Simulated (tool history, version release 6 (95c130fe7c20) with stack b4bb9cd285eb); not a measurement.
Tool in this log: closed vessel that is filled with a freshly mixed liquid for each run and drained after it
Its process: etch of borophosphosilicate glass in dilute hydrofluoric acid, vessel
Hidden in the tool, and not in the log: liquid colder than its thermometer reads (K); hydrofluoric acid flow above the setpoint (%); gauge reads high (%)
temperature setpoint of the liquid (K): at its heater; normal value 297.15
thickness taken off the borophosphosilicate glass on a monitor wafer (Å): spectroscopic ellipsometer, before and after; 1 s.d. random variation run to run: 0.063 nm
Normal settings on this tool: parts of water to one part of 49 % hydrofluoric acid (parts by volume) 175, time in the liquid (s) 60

| run | hour | temperature setpoint of the liquid (K) | parts of water to one part of 49 % hydrofluoric acid (parts by volume) | time in the liquid (s) | wafers since the last listed run | hours since the thermometer was replaced | hours since the hydrofluoric acid flow meter was replaced | hours since the gauge calibration | read-back film thickness of the borophosphosilicate glass reference wafer, read on the same gauge (nm) | thickness taken off the borophosphosilicate glass on a monitor wafer (Å) |
|---|---|---|---|---|---|---|---|---|---|---|
| 1 | 0.0 | 297.15 | 175 | 60 | 0 | 1473.2 | 1736.9 | 139.1 | 79.98 | 129.8 |
| 2 | 7.9 | 297.15 | 175 | 60 | 488 | 1481.1 | 1744.8 | 147.0 | 79.96 | 129.9 |
| 3 | 14.3 | 297.15 | 175 | 60 | 395 | 1487.5 | 1751.2 | 153.4 | 79.97 | 129.0 |
| 4 | 31.4 | 297.15 | 175 | 60 | 1057 | 1504.6 | 1768.3 | 170.5 | 80.03 | 130.4 |
| 5 | 38.3 | 297.15 | 175 | 60 | 426 | 1511.5 | 1775.2 | 177.4 | 80.01 | 130.6 |
| 6 | 51.9 | 297.15 | 175 | 60 | 841 | 1525.1 | 1788.8 | 191.0 | 80.02 | 129.9 |
| 7 | 60.5 | 297.15 | 175 | 80 | 532 | 1533.7 | 1797.4 | 199.6 | 79.96 | 172.8 |
| 8 | 71.6 | 297.15 | 175 | 80 | 686 | 1544.8 | 1808.5 | 210.7 | 80.02 | 174.2 |
| 9 | 80.7 | 297.15 | 175 | 60 | 562 | 1553.9 | 1817.6 | 219.8 | 79.99 | 130.3 |
| 10 | 97.9 | 297.15 | 175 | 60 | 1064 | 1571.1 | 1834.8 | 237.0 | 80.00 | 130.7 |
|  | 104.8 | gauge calibrated |
| 11 | 110.3 | 297.15 | 175 | 60 | 767 | 1583.5 | 1847.2 | 5.5 | 79.99 | 128.7 |
| 12 | 116.8 | 297.15 | 175 | 60 | 402 | 1590.0 | 1853.7 | 12.0 | 79.99 | 129.9 |
| 13 | 124.1 | 297.15 | 175 | 60 | 451 | 1597.3 | 1861.0 | 19.3 | 80.00 | 131.3 |
| 14 | 135.9 | 297.15 | 175 | 60 | 729 | 1609.1 | 1872.8 | 31.1 | 80.02 | 129.1 |
| 15 | 153.1 | 297.15 | 230 | 50 | 1064 | 1626.3 | 1890.0 | 48.3 | 80.02 | 77.7 |
| 16 | 164.6 | 297.15 | 140 | 60 | 711 | 1637.8 | 1901.5 | 59.8 | 80.03 | 168.1 |

Estimate the outcome of run 17 from the log above:
|  | 182.3 | hydrofluoric acid flow meter replaced |
| 17 | 182.8 | 301.15 | 145 | 90 | 1064 | 1656.0 | 0.5 | 78.0 | ? | ? |

For run 17 the tool returned read-back film thickness of the borophosphosilicate glass reference wafer, read on the same gauge (nm) 80.05, thickness taken off the borophosphosilicate glass on a monitor wafer (Å) 282.3.
With the hidden condition absent and the run-to-run variation left alone, this run would have shown thickness taken off the borophosphosilicate glass on a monitor wafer (Å) 282.3.

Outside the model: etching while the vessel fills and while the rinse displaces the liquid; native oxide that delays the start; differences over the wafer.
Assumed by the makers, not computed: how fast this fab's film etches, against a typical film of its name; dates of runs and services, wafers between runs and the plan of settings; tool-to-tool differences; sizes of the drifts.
